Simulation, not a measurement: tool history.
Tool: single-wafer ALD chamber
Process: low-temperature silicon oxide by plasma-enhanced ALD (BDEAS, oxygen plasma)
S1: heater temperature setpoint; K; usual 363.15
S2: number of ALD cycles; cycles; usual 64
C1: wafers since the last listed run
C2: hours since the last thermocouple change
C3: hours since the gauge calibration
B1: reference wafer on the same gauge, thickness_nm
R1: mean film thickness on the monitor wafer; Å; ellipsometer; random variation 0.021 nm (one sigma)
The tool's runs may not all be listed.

run 1 hour=0.0 | S1=363.15 S2=64 | C1=0 C2=1709.6 C3=621.4 | B1=8.350 | R1=83.60
run 2 hour=93.6 | S1=363.15 S2=64 | C1=436 C2=1803.2 C3=715.0 | B1=8.353 | R1=83.84
run 3 hour=164.5 | S1=363.15 S2=64 | C1=331 C2=1874.1 C3=785.9 | B1=8.350 | R1=83.34
run 4 hour=233.6 | S1=372.15 S2=55 | C1=322 C2=1943.2 C3=855.0 | B1=8.347 | R1=69.73
run 5 hour=318.5 | S1=372.15 S2=55 | C1=396 C2=2028.1 C3=939.9 | B1=8.349 | R1=69.73
run 6 hour=364.8 | S1=363.15 S2=64 | C1=216 C2=2074.4 C3=986.2 | B1=8.349 | R1=83.60
run 7 hour=433.9 | S1=363.15 S2=64 | C1=322 C2=2143.5 C3=1055.3 | B1=8.351 | R1=83.65
run 8 hour=531.9 | S1=363.15 S2=64 | C1=457 C2=2241.5 C3=1153.3 | B1=8.350 | R1=83.27
run 9 hour=589.3 | S1=363.15 S2=64 | C1=267 C2=2298.9 C3=1210.7 | B1=8.345 | R1=83.51
run 10 hour=672.8 | S1=363.15 S2=68 | C1=389 C2=2382.4 C3=1294.2 | B1=8.345 | R1=88.39
run 11 hour=728.6 | S1=363.15 S2=64 | C1=260 C2=2438.2 C3=1350.0 | B1=8.354 | R1=83.40
-- hour=922.5 thermocouple changed; heater temperature recalibrated
-- hour=973.5 gauge calibrated
run 12 hour=984.4 | S1=375.15 S2=59 | C1=1156 C2=61.9 C3=10.9 | B1=8.349 | R1=77.00
run 13 hour=1059.4 | S1=368.15 S2=70 | C1=350 C2=136.9 C3=85.9 | B1=8.352 | R1=93.51
-- hour=1090.7 thermocouple changed; heater temperature recalibrated, repeated, since the last time left the tool worse
run 14 hour=1129.8 | S1=369.15 S2=57 | C1=291 C2=39.1 C3=156.3 | B1=8.355 | R1=74.04
run 15 hour=1198.0 | S1=354.15 S2=71 | C1=318 C2=107.3 C3=224.5 | B1=8.349 | R1=97.24
run 16 hour=1257.2 | S1=350.15 S2=70 | C1=276 C2=166.5 C3=283.7 | B1=8.351 | R1=97.41
run 17 hour=1296.6 | S1=363.15 S2=64 | C1=183 C2=205.9 C3=323.1 | B1=8.351 | R1=84.49
run 18 hour=1368.4 | S1=363.15 S2=64 | C1=335 C2=277.7 C3=394.9 | B1=8.351 | R1=84.48

How the hidden state differs across the entries between the runs, from the last listed run before each to the first after it:
Between runs 11 and 12: thermocouple changed; heater temperature recalibrated (hour 922.5); gauge calibrated (hour 973.5)
  wafer temperature above the value expected at the setpoint (K): 4.29 -> -7.68
  measured less the result without the state, R1: -1.44 -> +1.89 Å
Between runs 13 and 14: thermocouple changed; heater temperature recalibrated, repeated, since the last time left the tool worse (hour 1090.7)
  wafer temperature above the value expected at the setpoint (K): -7.54 -> -0.762
  measured less the result without the state, R1: +2.77 -> +0.23 Å
